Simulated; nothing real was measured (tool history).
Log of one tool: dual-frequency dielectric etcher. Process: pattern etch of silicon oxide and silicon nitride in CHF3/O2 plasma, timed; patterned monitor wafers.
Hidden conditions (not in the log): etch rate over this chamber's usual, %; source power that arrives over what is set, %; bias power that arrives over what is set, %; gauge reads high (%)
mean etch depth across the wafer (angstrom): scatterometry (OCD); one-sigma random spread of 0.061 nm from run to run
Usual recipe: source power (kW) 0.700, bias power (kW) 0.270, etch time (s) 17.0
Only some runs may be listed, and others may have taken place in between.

run    hour  source power (kW)  bias power (kW)  etch time (s)  wafers since the last listed run  hours since the last wet clean  hours since the last source power generator calibration  hours since the last bias power generator calibration  hours since the last upper electrode change  hours since the gauge calibration  read-back reference wafer on the same gauge, depth_nm  mean etch depth across the wafer (angstrom)
  1     0.0              0.700            0.270           17.0                                 0                            96.2                                                   3466.0                                                 2763.5                                       4271.2                              763.7                                                  30.08                                        318.7
  2    92.1              0.700            0.270           17.0                              1682                           188.3                                                   3558.1                                                 2855.6                                       4363.3                              855.8                                                  30.11                                        317.2
  3   139.1              0.700            0.270           17.0                               858                           235.3                                                   3605.1                                                 2902.6                                       4410.3                              902.8                                                  30.09                                        317.3
  4   216.1              0.700            0.270           17.0                              1406                           312.3                                                   3682.1                                                 2979.6                                       4487.3                              979.8                                                  30.09                                        316.9
  5   288.2              0.700            0.270           17.0                              1316                           384.4                                                   3754.2                                                 3051.7                                       4559.4                             1051.9                                                  30.12                                        316.4
  6   357.5              0.700            0.270           17.0                              1265                           453.7                                                   3823.5                                                 3121.0                                       4628.7                             1121.2                                                  30.11                                        316.5
  7   457.6              0.700            0.270           17.0                              1828                           553.8                                                   3923.6                                                 3221.1                                       4728.8                             1221.3                                                  30.10                                        314.7
      520.6  -- wet clean of the chamber
  8   527.3              0.700            0.270           17.0                               834                             6.7                                                   3993.3                                                 3290.8                                       4798.5                             1291.0                                                  30.09                                        321.1
  9   587.3              0.700            0.270           17.0                              1095                            66.7                                                   4053.3                                                 3350.8                                       4858.5                             1351.0                                                  30.08                                        320.3
 10   666.3              0.700            0.286           17.0                              1442                           145.7                                                   4132.3                                                 3429.8                                       4937.5                             1430.0                                                  30.09                                        324.7
 11   716.7              0.700            0.316           13.0                               920                           196.1                                                   4182.7                                                 3480.2                                       4987.9                             1480.4                                                  30.10                                        255.1
 12   757.4              0.570            0.221           15.5                               743                           236.8                                                   4223.4                                                 3520.9                                       5028.6                             1521.1                                                  30.10                                        245.5
 13   811.2              0.850            0.311           19.5                               982                           290.6                                                   4277.2                                                 3574.7                                       5082.4                             1574.9                                                  30.10                                        419.1
      892.4  -- gauge calibrated
 14   909.0              0.770            0.308           14.5                              1786                           388.4                                                   4375.0                                                 3672.5                                       5180.2                               16.6                                                  30.11                                        295.3
      977.2  -- upper electrode replaced
 15   992.6              0.650            0.270           17.0                              1088                           472.0                                                   4458.6                                                 3756.1                                         15.4                              100.2                                                  30.11                                        305.4
     1043.9  -- wet clean of the chamber
 16  1089.8              0.700            0.270           19.0                              1336                            45.9                                                   4555.8                                                 3853.3                                        112.6                              197.4                                                  30.08                                        359.3
     1179.0  -- bias power generator calibrated
 17  1200.2              0.700            0.270           17.0                              1943                           156.3                                                   4666.2                                                   21.2                                        223.0                              307.8                                                  30.09                                        322.0
     1221.5  -- source power generator calibrated
 18  1238.1              0.700            0.270           17.0                               619                           194.2                                                     16.6                                                   59.1                                        260.9                              345.7                                                  30.10                                        313.7
 19  1302.8              0.610            0.319           18.5                              1181                           258.9                                                     81.3                                                  123.8                                        325.6                              410.4                                                  30.10                                        331.6
 20  1405.3              0.540            0.232           13.5                              1872                           361.4                                                    183.8                                                  226.3                                        428.1                              512.9                                                  30.10                                        205.4
 21  1453.0              0.870            0.293           17.0                               871                           409.1                                                    231.5                                                  274.0                                        475.8                              560.6                                                  30.09                                        356.4
 22  1506.3              0.800            0.292           14.5                               973                           462.4                                                    284.8                                                  327.3                                        529.1                              613.9                                                  30.09                                        288.9
 23  1587.8              0.620            0.302           14.5                              1488                           543.9                                                    366.3                                                  408.8                                        610.6                              695.4                                                  30.10                                        255.9

Predict each of these 3 candidate next runs independently; none follows another, all start after run 23:
  A  1588.2              0.700            0.270           20.5                                 7                           544.3                                                    366.7                                                  409.2                                        611.0                              695.8                                                      ?                                            ?
  B  1588.2              0.700            0.225           13.5                                 7                           544.3                                                    366.7                                                  409.2                                        611.0                              695.8                                                      ?                                            ?
  C  1588.2              0.600            0.213           17.0                                 7                           544.3                                                    366.7                                                  409.2                                        611.0                              695.8                                                      ?                                            ?

run  read-back reference wafer on the same gauge, depth_nm  mean etch depth across the wafer (angstrom)
  A                                                  30.10                                        373.2
  B                                                  30.10                                        233.4
  C                                                  30.10                                        266.3
With no hidden state in the tool, these same runs would have given:
run  mean etch depth across the wafer (angstrom)
  A                                        378.8
  B                                        236.9
  C                                        270.3
